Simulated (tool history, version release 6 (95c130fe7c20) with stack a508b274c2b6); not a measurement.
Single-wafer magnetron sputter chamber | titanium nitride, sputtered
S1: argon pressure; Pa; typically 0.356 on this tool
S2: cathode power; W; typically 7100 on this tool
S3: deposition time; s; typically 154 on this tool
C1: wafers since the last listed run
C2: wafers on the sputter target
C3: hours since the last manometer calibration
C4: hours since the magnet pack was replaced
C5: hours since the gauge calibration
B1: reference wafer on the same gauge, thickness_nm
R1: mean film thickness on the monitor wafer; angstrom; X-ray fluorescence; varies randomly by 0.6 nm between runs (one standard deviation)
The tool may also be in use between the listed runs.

| run | hour | S1 | S2 | S3 | C1 | C2 | C3 | C4 | C5 | B1 | R1 |
|---|---|---|---|---|---|---|---|---|---|---|---|
| 1 | 0 | 0.356 | 7100 | 154 | 0 | 206 | 956.7 | 11834.5 | 405.5 | 190.991 | 2049.5 |
| 2 | 44.3 | 0.356 | 7100 | 154 | 337 | 543 | 1001 | 11878.8 | 449.8 | 190.925 | 2059.82 |
| 3 | 71.3 | 0.356 | 7100 | 154 | 205 | 749 | 1028 | 11905.8 | 476.8 | 191.009 | 2057.1 |
| 4 | 111.8 | 0.356 | 7700 | 141 | 308 | 1057 | 1068.5 | 11946.3 | 517.3 | 191.047 | 2045.67 |
| 5 | 164.1 | 0.356 | 7700 | 141 | 397 | 1455 | 1120.8 | 11998.6 | 569.6 | 190.919 | 2036.89 |
| 6 | 225.7 | 0.356 | 7700 | 141 | 468 | 1924 | 1182.4 | 12060.2 | 631.2 | 191.16 | 2040.07 |
| 7 | 254.3 | 0.356 | 7100 | 154 | 217 | 2141 | 1211 | 12088.8 | 659.8 | 191.054 | 2043.36 |
| 8 | 299.5 | 0.356 | 7100 | 154 | 343 | 2485 | 1256.2 | 12134 | 705 | 191.25 | 2046.52 |
| 9 | 337.4 | 0.356 | 7100 | 154 | 288 | 2774 | 1294.1 | 12171.9 | 742.9 | 190.926 | 2049.05 |
| 10 | 384.5 | 0.356 | 6350 | 161 | 358 | 3132 | 1341.2 | 12219 | 790 | 191.067 | 1900.12 |
| 11 | 421 | 0.356 | 6350 | 161 | 277 | 3410 | 1377.7 | 12255.5 | 826.5 | 190.964 | 1907.37 |
|  | 430.7 | capacitance manometer re-zeroed and calibrated |
| 12 | 447.9 | 0.356 | 6350 | 161 | 143 | 3554 | 17.2 | 12282.4 | 853.4 | 191.077 | 1905.43 |
|  | 481.4 | magnet pack replaced |
| 13 | 511.7 | 0.429 | 7100 | 154 | 424 | 3978 | 81 | 30.3 | 917.2 | 190.873 | 1986.72 |
| 14 | 543.9 | 0.429 | 7100 | 154 | 245 | 4223 | 113.2 | 62.5 | 949.4 | 191.111 | 1985.03 |
|  | 580.6 | gauge calibrated |
| 15 | 590.8 | 0.451 | 5750 | 137 | 356 | 4580 | 160.1 | 109.4 | 10.2 | 190.917 | 1411.01 |
|  | 698.5 | sputter target and shields replaced |
| 16 | 705.3 | 0.356 | 7100 | 154 | 810 | 51 | 274.6 | 223.9 | 124.7 | 191.143 | 1954.64 |
| 17 | 779.5 | 0.356 | 6350 | 161 | 564 | 616 | 348.8 | 298.1 | 198.9 | 190.898 | 1823.89 |
| 18 | 825.4 | 0.356 | 7100 | 154 | 349 | 965 | 394.7 | 344 | 244.8 | 190.962 | 1948.4 |
| 19 | 853.4 | 0.26 | 5500 | 135 | 213 | 1178 | 422.7 | 372 | 272.8 | 191.138 | 1365.28 |
| 20 | 883.2 | 0.356 | 6050 | 181 | 226 | 1405 | 452.5 | 401.8 | 302.6 | 190.982 | 1953.74 |
| 21 | 939.2 | 0.267 | 6400 | 154 | 426 | 1831 | 508.5 | 457.8 | 358.6 | 191.035 | 1804.94 |
| 22 | 1006.5 | 0.245 | 7100 | 133 | 512 | 2343 | 575.8 | 525.1 | 425.9 | 190.83 | 1737.19 |
|  | 1018 | sputter target and shields replaced, repeated, since the last time left the tool worse |
| 23 | 1050.6 | 0.258 | 7100 | 145 | 274 | 247 | 619.9 | 569.2 | 470 | 190.924 | 1995.37 |
| 24 | 1103.4 | 0.356 | 7100 | 132 | 401 | 649 | 672.7 | 622 | 522.8 | 191.121 | 1765.42 |
| 25 | 1146.4 | 0.356 | 7100 | 132 | 327 | 976 | 715.7 | 665 | 565.8 | 190.969 | 1759.43 |
| 26 | 1184.9 | 0.43 | 7800 | 154 | 292 | 1269 | 754.2 | 703.5 | 604.3 | 190.833 | 2202.27 |
| 27 | 1210 | 0.306 | 6400 | 124 | 190 | 1460 | 779.3 | 728.6 | 629.4 | 190.841 | 1512.74 |
| 28 | 1242.9 | 0.356 | 5950 | 185 | 250 | 1711 | 812.2 | 761.5 | 662.3 | 190.771 | 2066.17 |
| 29 | 1312.5 | 0.302 | 5450 | 167 | 529 | 2240 | 881.8 | 831.1 | 731.9 | 191.04 | 1737.7 |

Entry by entry between the runs, the difference in hidden state between the last listed run before and the first listed run after:
In the gap between runs 11 and 12: capacitance manometer re-zeroed and calibrated (hour 430.7)
  deposition rate above that of a new target (%): -0.959 -> -1.07
  measured result minus the result with no hidden state, R1: -18.48 -> -20.67 angstrom
In the gap between runs 12 and 13: magnet pack replaced (hour 481.4)
  deposition rate above that of a new target (%): -1.07 -> -1.37
  measured result minus the result with no hidden state, R1: -20.67 -> -27.6 angstrom
In the gap between runs 14 and 15: gauge calibrated (hour 580.6)
  deposition rate above that of a new target (%): -1.53 -> -1.79
  measured result minus the result with no hidden state, R1: -30.92 -> -25.72 angstrom
In the gap between runs 15 and 16: sputter target and shields replaced (hour 698.5)
  deposition rate above that of a new target (%): -1.79 -> -5.15
  measured result minus the result with no hidden state, R1: -25.72 -> -106.13 angstrom
In the gap between runs 22 and 23: sputter target and shields replaced, repeated, since the last time left the tool worse (hour 1018)
  deposition rate above that of a new target (%): -5.58 -> -0.0596
  measured result minus the result with no hidden state, R1: -102.75 -> -1.19 angstrom

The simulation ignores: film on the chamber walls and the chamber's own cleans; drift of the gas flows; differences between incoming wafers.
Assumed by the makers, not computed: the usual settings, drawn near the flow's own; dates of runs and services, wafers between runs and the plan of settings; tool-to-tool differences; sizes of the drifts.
